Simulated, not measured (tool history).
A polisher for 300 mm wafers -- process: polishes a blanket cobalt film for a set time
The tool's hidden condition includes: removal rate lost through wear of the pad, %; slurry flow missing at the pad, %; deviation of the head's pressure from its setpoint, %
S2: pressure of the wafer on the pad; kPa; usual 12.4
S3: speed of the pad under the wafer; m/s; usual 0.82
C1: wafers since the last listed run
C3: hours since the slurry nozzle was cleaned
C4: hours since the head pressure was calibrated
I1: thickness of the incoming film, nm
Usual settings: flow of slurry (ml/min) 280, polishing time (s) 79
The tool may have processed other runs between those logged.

Run 1, hour 0: usual settings; C1 0; wafers polished on this pad 146; C3 425.9; C4 361.7; I1 1182.5. Result: film removed (nm) 347.1.
Run 2, hour 40.5: usual settings; C1 552; wafers polished on this pad 698; C3 466.4; C4 402.2; I1 1173.7. Result: film removed (nm) 346.3.
Run 3, hour 48.5: usual settings; C1 109; wafers polished on this pad 807; C3 474.4; C4 410.2; I1 1178.1. Result: film removed (nm) 351.8.
Run 4, hour 65.2: usual settings; C1 227; wafers polished on this pad 1035; C3 491.1; C4 426.9; I1 1169.4. Result: film removed (nm) 350.6.
Run 5, hour 72.3: usual settings; C1 96; wafers polished on this pad 1132; C3 498.2; C4 434; I1 1171.6. Result: film removed (nm) 355.8.
Run 6, hour 89.5: usual settings; C1 234; wafers polished on this pad 1366; C3 515.4; C4 451.2; I1 1157.8. Result: film removed (nm) 346.9.
At hour 95.2: worn pad replaced by a new one.
Run 7, hour 99.9: usual settings; C1 87; wafers polished on this pad 63; C3 525.8; C4 461.6; I1 1196.3. Result: film removed (nm) 351.9.
Run 8, hour 112.5: usual settings but flow of slurry (ml/min) 325; C1 171; wafers polished on this pad 235; C3 538.4; C4 474.2; I1 1188.1. Result: film removed (nm) 358.2.
Run 9, hour 127.6: usual settings but flow of slurry (ml/min) 325; C1 205; wafers polished on this pad 441; C3 553.5; C4 489.3; I1 1166.8. Result: film removed (nm) 354.9.
Run 10, hour 141.4: usual settings but S3 0.92 m/s; C1 188; wafers polished on this pad 629; C3 567.3; C4 503.1; I1 1173.1. Result: film removed (nm) 384.1.
Run 11, hour 147.8: usual settings but S3 0.92 m/s; C1 87; wafers polished on this pad 716; C3 573.7; C4 509.5; I1 1179. Result: film removed (nm) 390.
Run 12, hour 165.1: usual settings but S3 0.92 m/s; C1 235; wafers polished on this pad 952; C3 591; C4 526.8; I1 1167.2. Result: film removed (nm) 389.4.
Run 13, hour 171.3: usual settings; C1 84; wafers polished on this pad 1037; C3 597.2; C4 533; I1 1148.9. Result: film removed (nm) 353.3.
Run 14, hour 187: usual settings but flow of slurry (ml/min) 355; C1 214; wafers polished on this pad 1251; C3 612.9; C4 548.7; I1 1182.1. Result: film removed (nm) 361.2.
At hour 196.1: worn pad replaced by a new one.
Run 15, hour 198: usual settings but flow of slurry (ml/min) 355; C1 95; wafers polished on this pad 25; C3 623.9; C4 559.7; I1 1154.6. Result: film removed (nm) 363.4.
Run 16, hour 211.1: usual settings but flow of slurry (ml/min) 355; C1 178; wafers polished on this pad 204; C3 637; C4 572.8; I1 1166.3. Result: film removed (nm) 362.
Run 17, hour 219.8: usual settings; C1 118; wafers polished on this pad 323; C3 645.7; C4 581.5; I1 1174.1. Result: film removed (nm) 351.9.
At hour 232.9: head pressure recalibrated.
Run 18, hour 233.7: usual settings; C1 162; wafers polished on this pad 485; C3 659.6; C4 0.8; I1 1171.7. Result: film removed (nm) 320.1.
Run 19, hour 247.7: usual settings but flow of slurry (ml/min) 245, S2 10.3 kPa; C1 190; wafers polished on this pad 676; C3 673.6; C4 14.8; I1 1182.6. Result: film removed (nm) 268.6.
Run 20, hour 259.7: usual settings; C1 163; wafers polished on this pad 839; C3 685.6; C4 26.8; I1 1183.1. Result: film removed (nm) 320.3.
Run 21, hour 267.6: usual settings; C1 107; wafers polished on this pad 947; C3 693.5; C4 34.7; I1 1164.2. Result: film removed (nm) 325.2.
At hour 288.2: worn pad replaced by a new one.
Run 22, hour 288.7: usual settings; C1 233; wafers polished on this pad 6; C3 714.6; C4 55.8; I1 1175.5. Result: film removed (nm) 325.6.
Run 23, hour 314.8: usual settings but flow of slurry (ml/min) 380, S2 9 kPa; C1 355; wafers polished on this pad 362; C3 740.7; C4 81.9; I1 1172.2. Result: film removed (nm) 251.3.
Run 24, hour 336.9: usual settings but S3 0.92 m/s; C1 301; wafers polished on this pad 663; C3 762.8; C4 104; I1 1161.5. Result: film removed (nm) 362.
Run 25, hour 345.4: usual settings but flow of slurry (ml/min) 355; C1 115; wafers polished on this pad 779; C3 771.3; C4 112.5; I1 1189.6. Result: film removed (nm) 337.4.
Run 26, hour 352.2: usual settings but flow of slurry (ml/min) 330; C1 92; wafers polished on this pad 872; C3 778.1; C4 119.3; I1 1168.6. Result: film removed (nm) 339.6.
Run 27, hour 380.8: usual settings but S2 13.8 kPa, S3 0.92 m/s; C1 389; wafers polished on this pad 1262; C3 806.7; C4 147.9; I1 1166.3. Result: film removed (nm) 404.4.
At hour 387.5: worn pad replaced by a new one.
Run 28, hour 393.4: usual settings but S2 8.3 kPa, S3 0.98 m/s; C1 117; wafers polished on this pad 80; C3 819.3; C4 160.5; I1 1179.7. Result: film removed (nm) 265.8.
Run 29, hour 403.1: usual settings but flow of slurry (ml/min) 185, S2 11 kPa, polishing time (s) 103; C1 132; wafers polished on this pad 212; C3 829; C4 170.2; I1 1178.9. Result: film removed (nm) 367.6.
At hour 409.2: slurry nozzle cleaned.
Run 30, hour 419.8: usual settings but flow of slurry (ml/min) 355, S2 14.5 kPa, S3 1.04 m/s, polishing time (s) 53; C1 214; wafers polished on this pad 426; C3 10.6; C4 186.9; I1 1172.6. Result: film removed (nm) 328.2.
Run 31, hour 432.8: usual settings but flow of slurry (ml/min) 310, S2 9 kPa, polishing time (s) 90; C1 177; wafers polished on this pad 604; C3 23.6; C4 199.9; I1 1172.9. Result: film removed (nm) 292.5.
Run 32, hour 476.8: usual settings but S2 14.5 kPa, polishing time (s) 65; C1 599; wafers polished on this pad 1204; C3 67.6; C4 243.9; I1 1188.5. Result: film removed (nm) 324.9.
Run 33, hour 490.2: usual settings; C1 182; wafers polished on this pad 1386; C3 81; C4 257.3; I1 1152.4. Result: film removed (nm) 342.9.
At hour 498.1: worn pad replaced by a new one.
Run 34, hour 498.6: usual settings; C1 59; wafers polished on this pad 7; C3 89.4; C4 265.7; I1 1166. Result: film removed (nm) 340.1.
Run 35, hour 505.6: usual settings but flow of slurry (ml/min) 195, polishing time (s) 93; C1 95; wafers polished on this pad 102; C3 96.4; C4 272.7; I1 1164.5. Result: film removed (nm) 386.7.
Run 36, hour 516.7: usual settings but flow of slurry (ml/min) 330, S2 15.9 kPa, S3 0.58 m/s, polishing time (s) 96; C1 151; wafers polished on this pad 254; C3 107.5; C4 283.8; I1 1167.5. Result: film removed (nm) 415.4.

Below are 3 alternative next runs, each starting from the tool's condition after run 36. Predict each:
Run A, hour 517.1: usual settings but polishing time (s) 59; C1 5; wafers polished on this pad 259; C3 107.9; C4 284.2; I1 1167.8. Result: film removed (nm) ?.
Run B, hour 517.1: usual settings but flow of slurry (ml/min) 350, S2 13.8 kPa; C1 5; wafers polished on this pad 259; C3 107.9; C4 284.2; I1 1167.8. Result: film removed (nm) ?.
Run C, hour 517.1: usual settings but flow of slurry (ml/min) 350, S2 13.8 kPa, S3 1.08 m/s, polishing time (s) 97; C1 5; wafers polished on this pad 259; C3 107.9; C4 284.2; I1 1167.8. Result: film removed (nm) ?.

run  film removed (nm)
  A              261.2
  B              394.3
  C              604.7
What these runs would have given with no unlogged condition in the tool:
run  film removed (nm)
  A              240.6
  B              363.2
  C                557
